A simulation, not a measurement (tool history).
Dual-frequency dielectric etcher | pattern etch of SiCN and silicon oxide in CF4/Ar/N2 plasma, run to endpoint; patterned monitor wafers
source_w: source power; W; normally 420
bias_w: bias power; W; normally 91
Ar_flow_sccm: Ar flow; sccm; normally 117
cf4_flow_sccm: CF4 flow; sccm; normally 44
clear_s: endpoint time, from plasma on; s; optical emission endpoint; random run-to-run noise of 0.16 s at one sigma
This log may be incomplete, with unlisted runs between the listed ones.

run,hour,source_w,bias_w,Ar_flow_sccm,cf4_flow_sccm,wafers since the last listed run,hours since the last wet clean,hours since the last source power generator calibration,hours since the last bias power generator calibration,hours since the last Ar flow controller change,hours since the last CF4 flow controller change,hours since the last upper electrode change,"incoming incoming film thickness, nm",clear_s
1,0.0,420,91,117,44,0,435.3,1901.6,3410.2,3429.2,2064.7,2199.2,15.03,18.9
# hour 9.9: bias power generator calibrated
2,16.9,420,91,117,44,276,452.2,1918.5,7.0,3446.1,2081.6,2216.1,15.37,19.3
3,33.8,420,105,117,44,362,469.1,1935.4,23.9,3463.0,2098.5,2233.0,15.10,17.9
4,43.7,400,91,117,44,212,479.0,1945.3,33.8,3472.9,2108.4,2242.9,15.11,19.6
5,59.1,420,91,117,44,330,494.4,1960.7,49.2,3488.3,2123.8,2258.3,15.13,18.8
# hour 87.8: wet clean of the chamber
6,88.3,510,70,145,41,111,0.5,1989.9,78.4,3517.5,2153.0,2287.5,15.10,20.0
7,88.6,500,91,117,44,6,0.8,1990.2,78.7,3517.8,2153.3,2287.8,15.06,17.7
8,89.4,420,91,117,44,17,1.6,1991.0,79.5,3518.6,2154.1,2288.6,14.95,18.7
9,103.9,420,91,117,44,311,16.1,2005.5,94.0,3533.1,2168.6,2303.1,15.07,19.0
# hour 116.5: Ar flow controller replaced
10,117.0,420,91,117,44,152,29.2,2018.6,107.1,0.5,2181.7,2316.2,15.06,18.7
11,124.3,420,73,117,51,156,36.5,2025.9,114.4,7.8,2189.0,2323.5,15.10,19.8
12,134.8,470,78,107,52,225,47.0,2036.4,124.9,18.3,2199.5,2334.0,14.98,18.0
# hour 145.7: CF4 flow controller replaced
13,147.0,360,91,144,33,133,59.2,2048.6,137.1,30.5,1.3,2346.2,15.18,22.3
# hour 152.8: source power generator calibrated
14,160.5,420,91,117,44,203,72.7,7.7,150.6,44.0,14.8,2359.7,15.12,18.6
15,176.9,420,91,117,44,351,89.1,24.1,167.0,60.4,31.2,2376.1,15.24,18.9
16,194.5,420,91,117,44,377,106.7,41.7,184.6,78.0,48.8,2393.7,15.06,19.0
# hour 233.4: upper electrode replaced
17,233.9,420,71,125,44,330,146.1,81.1,224.0,117.4,88.2,0.5,15.17,21.1
18,234.2,510,91,89,44,6,146.4,81.4,224.3,117.7,88.5,0.8,15.08,16.9
19,234.6,450,72,117,38,8,146.8,81.8,224.7,118.1,88.9,1.2,15.20,21.2
20,241.8,420,91,124,37,154,154.0,89.0,231.9,125.3,96.1,8.4,15.08,19.7
21,253.5,420,91,91,44,251,165.7,100.7,243.6,137.0,107.8,20.1,15.29,18.7
22,298.7,420,91,89,55,969,210.9,145.9,288.8,182.2,153.0,65.3,15.06,17.5
23,313.9,420,91,117,44,326,226.1,161.1,304.0,197.4,168.2,80.5,15.08,18.8
24,329.7,420,91,99,44,339,241.9,176.9,319.8,213.2,184.0,96.3,15.20,18.6
25,338.3,420,91,97,44,184,250.5,185.5,328.4,221.8,192.6,104.9,14.99,18.1

Predict each of these 3 candidate next runs independently; none follows another, all start after run 25:
A,338.7,420,91,117,44,8,250.9,185.9,328.8,222.2,193.0,105.3,15.07,?
B,338.7,420,104,117,48,8,250.9,185.9,328.8,222.2,193.0,105.3,15.07,?
C,338.7,360,77,91,44,8,250.9,185.9,328.8,222.2,193.0,105.3,15.07,?

run,clear_s
A,18.9
B,17.6
C,20.9
With no hidden state in the tool, these same runs would have given:
run,clear_s
A,18.9
B,17.6
C,20.9

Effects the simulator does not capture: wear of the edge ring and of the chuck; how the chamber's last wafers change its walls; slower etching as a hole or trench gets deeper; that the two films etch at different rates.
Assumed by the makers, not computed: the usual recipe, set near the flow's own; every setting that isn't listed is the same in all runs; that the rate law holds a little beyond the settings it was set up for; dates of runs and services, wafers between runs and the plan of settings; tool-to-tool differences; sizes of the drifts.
